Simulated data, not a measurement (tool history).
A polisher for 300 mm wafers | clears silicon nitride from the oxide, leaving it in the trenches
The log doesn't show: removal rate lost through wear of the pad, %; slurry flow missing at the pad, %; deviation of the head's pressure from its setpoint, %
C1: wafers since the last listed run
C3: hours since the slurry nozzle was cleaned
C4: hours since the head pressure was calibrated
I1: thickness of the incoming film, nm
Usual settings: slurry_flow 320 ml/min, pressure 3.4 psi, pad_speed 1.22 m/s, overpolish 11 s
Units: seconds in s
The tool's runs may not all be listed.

run 1 day=0 | slurry_flow=320 pressure=3.4 pad_speed=1.22 overpolish=11 | C1=0 wafers_polished_on_this_pad=2814 C3=564.5 C4=1331.2 | I1=138.7 | seconds=105.7
run 2 day=2.554 | slurry_flow=320 pressure=3.4 pad_speed=1.22 overpolish=11 | C1=595 wafers_polished_on_this_pad=3410 C3=625.8 C4=1392.5 | I1=139.4 | seconds=107.7
-- day=2.7 head pressure recalibrated
run 3 day=3.688 | slurry_flow=320 pressure=3.4 pad_speed=1.22 overpolish=11 | C1=244 wafers_polished_on_this_pad=3655 C3=653 C4=23.7 | I1=139.3 | seconds=107.5
run 4 day=5.421 | slurry_flow=320 pressure=3.4 pad_speed=1.22 overpolish=11 | C1=404 wafers_polished_on_this_pad=4059 C3=694.6 C4=65.3 | I1=137.3 | seconds=108.4
-- day=9.425 worn pad replaced by a new one
run 5 day=12.383 | slurry_flow=320 pressure=3.4 pad_speed=1.22 overpolish=11 | C1=1585 wafers_polished_on_this_pad=690 C3=861.7 C4=232.4 | I1=138.9 | seconds=108.5
-- day=14.433 slurry nozzle cleaned
run 6 day=17.612 | slurry_flow=320 pressure=3.4 pad_speed=1.22 overpolish=11 | C1=1210 wafers_polished_on_this_pad=1900 C3=76.3 C4=357.9 | I1=137.8 | seconds=104.2
run 7 day=19.025 | slurry_flow=320 pressure=3.4 pad_speed=1.22 overpolish=11 | C1=329 wafers_polished_on_this_pad=2229 C3=110.2 C4=391.8 | I1=142.4 | seconds=105.8
run 8 day=21.254 | slurry_flow=320 pressure=3.4 pad_speed=1.22 overpolish=6 | C1=519 wafers_polished_on_this_pad=2749 C3=163.7 C4=445.3 | I1=137.9 | seconds=102.7
run 9 day=24.017 | slurry_flow=320 pressure=3.4 pad_speed=1.22 overpolish=6 | C1=644 wafers_polished_on_this_pad=3394 C3=230 C4=511.6 | I1=140.3 | seconds=107
-- day=26.504 worn pad replaced by a new one
run 10 day=26.975 | slurry_flow=320 pressure=3.4 pad_speed=1.22 overpolish=6 | C1=651 wafers_polished_on_this_pad=109 C3=301 C4=582.6 | I1=138.5 | seconds=107
run 11 day=27.979 | slurry_flow=320 pressure=3.1 pad_speed=1.22 overpolish=16 | C1=234 wafers_polished_on_this_pad=343 C3=325.1 C4=606.7 | I1=139.9 | seconds=112.6
run 12 day=31 | slurry_flow=320 pressure=3.1 pad_speed=1.22 overpolish=16 | C1=704 wafers_polished_on_this_pad=1048 C3=397.6 C4=679.2 | I1=137.8 | seconds=111.8
run 13 day=32.825 | slurry_flow=320 pressure=3.4 pad_speed=1.22 overpolish=11 | C1=425 wafers_polished_on_this_pad=1474 C3=441.4 C4=723 | I1=138.9 | seconds=106.6
run 14 day=34.179 | slurry_flow=320 pressure=3.4 pad_speed=1.22 overpolish=11 | C1=315 wafers_polished_on_this_pad=1789 C3=473.9 C4=755.5 | I1=138.6 | seconds=107.2
run 15 day=35.483 | slurry_flow=320 pressure=3.4 pad_speed=1.22 overpolish=11 | C1=304 wafers_polished_on_this_pad=2094 C3=505.2 C4=786.8 | I1=139.9 | seconds=109.1
run 16 day=41.446 | slurry_flow=425 pressure=3.4 pad_speed=1.5 overpolish=5 | C1=1390 wafers_polished_on_this_pad=3485 C3=648.3 C4=929.9 | I1=137.6 | seconds=84.1
-- day=43.712 worn pad replaced by a new one
run 17 day=44.117 | slurry_flow=320 pressure=3.4 pad_speed=1.52 overpolish=15 | C1=584 wafers_polished_on_this_pad=94 C3=712.4 C4=994 | I1=139.2 | seconds=87.6
run 18 day=46.383 | slurry_flow=240 pressure=4 pad_speed=1.22 overpolish=17 | C1=528 wafers_polished_on_this_pad=623 C3=766.8 C4=1048.4 | I1=141.9 | seconds=106.2
-- day=48.771 slurry nozzle cleaned
run 19 day=48.908 | slurry_flow=410 pressure=4.5 pad_speed=1.22 overpolish=6 | C1=579 wafers_polished_on_this_pad=1202 C3=3.3 C4=1109 | I1=143.1 | seconds=87.2
run 20 day=50.246 | slurry_flow=285 pressure=3 pad_speed=0.92 overpolish=9 | C1=311 wafers_polished_on_this_pad=1514 C3=35.4 C4=1141.1 | I1=139 | seconds=151.9
-- day=51.946 head pressure recalibrated
run 21 day=51.967 | slurry_flow=420 pressure=2.9 pad_speed=1.22 overpolish=11 | C1=381 wafers_polished_on_this_pad=1896 C3=76.7 C4=0.5 | I1=140.5 | seconds=111.8
run 22 day=53.362 | slurry_flow=320 pressure=2.6 pad_speed=0.9 overpolish=9 | C1=325 wafers_polished_on_this_pad=2221 C3=110.2 C4=34 | I1=139.5 | seconds=163.8
run 23 day=54.892 | slurry_flow=320 pressure=3.9 pad_speed=1.4 overpolish=11 | C1=356 wafers_polished_on_this_pad=2578 C3=146.9 C4=70.7 | I1=140.3 | seconds=85.6
run 24 day=57.221 | slurry_flow=285 pressure=2.7 pad_speed=0.84 overpolish=18 | C1=543 wafers_polished_on_this_pad=3121 C3=202.8 C4=126.6 | I1=139.5 | seconds=177
run 25 day=58.65 | slurry_flow=230 pressure=4.5 pad_speed=0.82 overpolish=14 | C1=333 wafers_polished_on_this_pad=3455 C3=237.1 C4=160.9 | I1=139.6 | seconds=137.1
run 26 day=61.083 | slurry_flow=320 pressure=4.4 pad_speed=1.22 overpolish=7 | C1=567 wafers_polished_on_this_pad=4022 C3=295.5 C4=219.3 | I1=139.4 | seconds=91.3
run 27 day=62.254 | slurry_flow=390 pressure=3.4 pad_speed=1.22 overpolish=16 | C1=273 wafers_polished_on_this_pad=4295 C3=323.6 C4=247.4 | I1=142.2 | seconds=104.8
run 28 day=63.312 | slurry_flow=320 pressure=3.4 pad_speed=1.22 overpolish=16 | C1=246 wafers_polished_on_this_pad=4542 C3=349 C4=272.8 | I1=140 | seconds=106
run 29 day=64.571 | slurry_flow=320 pressure=3.4 pad_speed=1.22 overpolish=11 | C1=293 wafers_polished_on_this_pad=4836 C3=379.2 C4=303 | I1=142 | seconds=106
-- day=65.154 worn pad replaced by a new one
run 30 day=67.183 | slurry_flow=320 pressure=3 pad_speed=1 overpolish=15 | C1=570 wafers_polished_on_this_pad=473 C3=441.9 C4=365.7 | I1=139.3 | seconds=138.2
run 31 day=70.088 | slurry_flow=320 pressure=3.4 pad_speed=1.22 overpolish=11 | C1=677 wafers_polished_on_this_pad=1151 C3=511.6 C4=435.4 | I1=137.7 | seconds=106.3
run 32 day=71.925 | slurry_flow=270 pressure=2.4 pad_speed=0.98 overpolish=8 | C1=428 wafers_polished_on_this_pad=1579 C3=555.7 C4=479.5 | I1=139.5 | seconds=163.2
run 33 day=73.858 | slurry_flow=390 pressure=2.6 pad_speed=1.22 overpolish=11 | C1=450 wafers_polished_on_this_pad=2030 C3=602.1 C4=525.9 | I1=139.6 | seconds=123.1
run 34 day=75.475 | slurry_flow=320 pressure=3.4 pad_speed=1.22 overpolish=11 | C1=377 wafers_polished_on_this_pad=2407 C3=640.9 C4=564.7 | I1=140.5 | seconds=111.1
run 35 day=78.017 | slurry_flow=320 pressure=3.4 pad_speed=1.22 overpolish=5 | C1=592 wafers_polished_on_this_pad=3000 C3=701.9 C4=625.7 | I1=140.2 | seconds=109.8
run 36 day=80.421 | slurry_flow=320 pressure=3.4 pad_speed=1.22 overpolish=11 | C1=560 wafers_polished_on_this_pad=3561 C3=759.6 C4=683.4 | I1=139.6 | seconds=109.4

5 ways to go on from here, each from the tool as it stands after run 36. What would each give?
run A day=80.442 | slurry_flow=320 pressure=3.7 pad_speed=1.22 overpolish=11 | C1=4 wafers_polished_on_this_pad=3566 C3=760.1 C4=683.9 | I1=140.8 | seconds=?
run B day=80.442 | slurry_flow=320 pressure=3.4 pad_speed=1.48 overpolish=11 | C1=4 wafers_polished_on_this_pad=3566 C3=760.1 C4=683.9 | I1=140.8 | seconds=?
run C day=80.442 | slurry_flow=415 pressure=3.4 pad_speed=1.22 overpolish=11 | C1=4 wafers_polished_on_this_pad=3566 C3=760.1 C4=683.9 | I1=140.8 | seconds=?
run D day=80.442 | slurry_flow=320 pressure=3 pad_speed=1.22 overpolish=11 | C1=4 wafers_polished_on_this_pad=3566 C3=760.1 C4=683.9 | I1=140.8 | seconds=?
run E day=80.442 | slurry_flow=320 pressure=3.4 pad_speed=1.22 overpolish=17 | C1=4 wafers_polished_on_this_pad=3566 C3=760.1 C4=683.9 | I1=140.8 | seconds=?

run=A seconds=103.3
run=B seconds=89.7
run=C seconds=105
run=D seconds=117.1
run=E seconds=108.8
Without the tool's hidden state the same runs would have given:
run=A seconds=97.1
run=B seconds=84.3
run=C seconds=100.2
run=D seconds=110
run=E seconds=102.2

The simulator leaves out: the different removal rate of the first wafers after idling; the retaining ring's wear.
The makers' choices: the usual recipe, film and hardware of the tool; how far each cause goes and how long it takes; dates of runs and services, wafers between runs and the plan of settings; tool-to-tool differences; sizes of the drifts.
